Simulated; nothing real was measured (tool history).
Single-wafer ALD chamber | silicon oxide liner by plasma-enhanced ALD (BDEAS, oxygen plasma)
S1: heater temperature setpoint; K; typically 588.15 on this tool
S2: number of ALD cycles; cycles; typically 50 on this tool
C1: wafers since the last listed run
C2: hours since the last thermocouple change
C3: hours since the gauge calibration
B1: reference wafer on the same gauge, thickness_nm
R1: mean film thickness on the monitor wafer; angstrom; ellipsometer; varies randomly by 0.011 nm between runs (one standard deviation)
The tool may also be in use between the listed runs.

{"run": 1, "hour": 0.0, "S1": 591.15, "S2": 46, "C1": 0, "C2": 2532.8, "C3": 188.2, "B1": 4.328, "R1": 40.37}
{"run": 2, "hour": 13.7, "S1": 591.15, "S2": 46, "C1": 86, "C2": 2546.5, "C3": 201.9, "B1": 4.315, "R1": 40.38}
{"run": 3, "hour": 21.2, "S1": 588.15, "S2": 50, "C1": 47, "C2": 2554.0, "C3": 209.4, "B1": 4.321, "R1": 43.91}
{"run": 4, "hour": 37.9, "S1": 588.15, "S2": 50, "C1": 106, "C2": 2570.7, "C3": 226.1, "B1": 4.311, "R1": 43.91}
{"run": 5, "hour": 47.6, "S1": 588.15, "S2": 50, "C1": 61, "C2": 2580.4, "C3": 235.8, "B1": 4.313, "R1": 44.1}
{"run": 6, "hour": 55.8, "S1": 588.15, "S2": 50, "C1": 52, "C2": 2588.6, "C3": 244.0, "B1": 4.316, "R1": 43.84}
{"run": 7, "hour": 62.9, "S1": 588.15, "S2": 50, "C1": 45, "C2": 2595.7, "C3": 251.1, "B1": 4.314, "R1": 44.19}
{"run": 8, "hour": 78.8, "S1": 581.15, "S2": 43, "C1": 100, "C2": 2611.6, "C3": 267.0, "B1": 4.312, "R1": 38.26}
{"run": 9, "hour": 87.5, "S1": 581.15, "S2": 43, "C1": 55, "C2": 2620.3, "C3": 275.7, "B1": 4.304, "R1": 38.11}
{"run": 10, "hour": 105.1, "S1": 581.15, "S2": 43, "C1": 111, "C2": 2637.9, "C3": 293.3, "B1": 4.3, "R1": 38.22}
{"run": 11, "hour": 118.7, "S1": 588.15, "S2": 54, "C1": 86, "C2": 2651.5, "C3": 306.9, "B1": 4.305, "R1": 47.73}
{"run": 12, "hour": 126.8, "S1": 588.15, "S2": 54, "C1": 51, "C2": 2659.6, "C3": 315.0, "B1": 4.304, "R1": 47.52}
{"run": 13, "hour": 136.3, "S1": 588.15, "S2": 54, "C1": 60, "C2": 2669.1, "C3": 324.5, "B1": 4.298, "R1": 47.56}
{"run": 14, "hour": 144.7, "S1": 599.15, "S2": 47, "C1": 53, "C2": 2677.5, "C3": 332.9, "B1": 4.298, "R1": 40.78}
{"run": 15, "hour": 155.4, "S1": 588.15, "S2": 57, "C1": 67, "C2": 2688.2, "C3": 343.6, "B1": 4.298, "R1": 50.05}
{"hour": 170.9, "done": "thermocouple changed; heater temperature recalibrated"}
{"run": 16, "hour": 171.4, "S1": 592.15, "S2": 50, "C1": 50, "C2": 0.5, "C3": 359.6, "B1": 4.292, "R1": 43.73}
{"run": 17, "hour": 175.6, "S1": 588.15, "S2": 47, "C1": 26, "C2": 4.7, "C3": 363.8, "B1": 4.296, "R1": 41.28}
{"run": 18, "hour": 185.1, "S1": 588.15, "S2": 47, "C1": 60, "C2": 14.2, "C3": 373.3, "B1": 4.292, "R1": 41.23}
{"run": 19, "hour": 201.8, "S1": 588.15, "S2": 47, "C1": 106, "C2": 30.9, "C3": 390.0, "B1": 4.29, "R1": 41.25}
{"run": 20, "hour": 212.8, "S1": 588.15, "S2": 55, "C1": 69, "C2": 41.9, "C3": 401.0, "B1": 4.282, "R1": 48.17}
{"run": 21, "hour": 222.9, "S1": 596.15, "S2": 54, "C1": 64, "C2": 52.0, "C3": 411.1, "B1": 4.282, "R1": 46.68}
{"run": 22, "hour": 230.2, "S1": 588.15, "S2": 50, "C1": 46, "C2": 59.3, "C3": 418.4, "B1": 4.283, "R1": 43.74}
{"run": 23, "hour": 246.5, "S1": 600.15, "S2": 50, "C1": 103, "C2": 75.6, "C3": 434.7, "B1": 4.279, "R1": 43.1}
{"run": 24, "hour": 258.0, "S1": 602.15, "S2": 47, "C1": 73, "C2": 87.1, "C3": 446.2, "B1": 4.282, "R1": 40.38}
{"run": 25, "hour": 266.2, "S1": 588.15, "S2": 50, "C1": 52, "C2": 95.3, "C3": 454.4, "B1": 4.28, "R1": 43.6}
{"run": 26, "hour": 280.2, "S1": 580.15, "S2": 44, "C1": 88, "C2": 109.3, "C3": 468.4, "B1": 4.274, "R1": 38.81}
{"hour": 283.7, "done": "gauge calibrated"}
{"run": 27, "hour": 286.7, "S1": 577.15, "S2": 50, "C1": 41, "C2": 115.8, "C3": 3.0, "B1": 4.34, "R1": 44.99}
{"run": 28, "hour": 303.2, "S1": 603.15, "S2": 53, "C1": 104, "C2": 132.3, "C3": 19.5, "B1": 4.342, "R1": 46.25}
{"run": 29, "hour": 315.6, "S1": 581.15, "S2": 47, "C1": 78, "C2": 144.7, "C3": 31.9, "B1": 4.334, "R1": 41.96}
{"run": 30, "hour": 324.9, "S1": 588.15, "S2": 50, "C1": 59, "C2": 154.0, "C3": 41.2, "B1": 4.332, "R1": 44.34}
{"run": 31, "hour": 335.3, "S1": 575.15, "S2": 40, "C1": 66, "C2": 164.4, "C3": 51.6, "B1": 4.329, "R1": 36.01}
{"run": 32, "hour": 344.3, "S1": 599.15, "S2": 47, "C1": 57, "C2": 173.4, "C3": 60.6, "B1": 4.332, "R1": 40.92}
{"run": 33, "hour": 361.3, "S1": 573.15, "S2": 59, "C1": 107, "C2": 190.4, "C3": 77.6, "B1": 4.334, "R1": 53.11}
{"run": 34, "hour": 378.9, "S1": 588.15, "S2": 54, "C1": 111, "C2": 208.0, "C3": 95.2, "B1": 4.328, "R1": 47.67}
{"run": 35, "hour": 408.0, "S1": 588.15, "S2": 50, "C1": 184, "C2": 237.1, "C3": 124.3, "B1": 4.324, "R1": 44.22}
{"run": 36, "hour": 428.2, "S1": 577.15, "S2": 46, "C1": 128, "C2": 257.3, "C3": 144.5, "B1": 4.315, "R1": 40.94}
{"run": 37, "hour": 436.6, "S1": 599.15, "S2": 45, "C1": 53, "C2": 265.7, "C3": 152.9, "B1": 4.314, "R1": 39.05}

Estimate the outcome of run 38 from the log above:
{"run": 38, "hour": 448.4, "S1": 598.15, "S2": 55, "C1": 74, "C2": 277.5, "C3": 164.7, "B1": "?", "R1": "?"}

{"run 38": {"B1": 4.313, "R1": 47.75}}
Take away the tool's hidden state, keep the run-to-run variation as it was, and the same run would have given R1 48.14 angstrom.
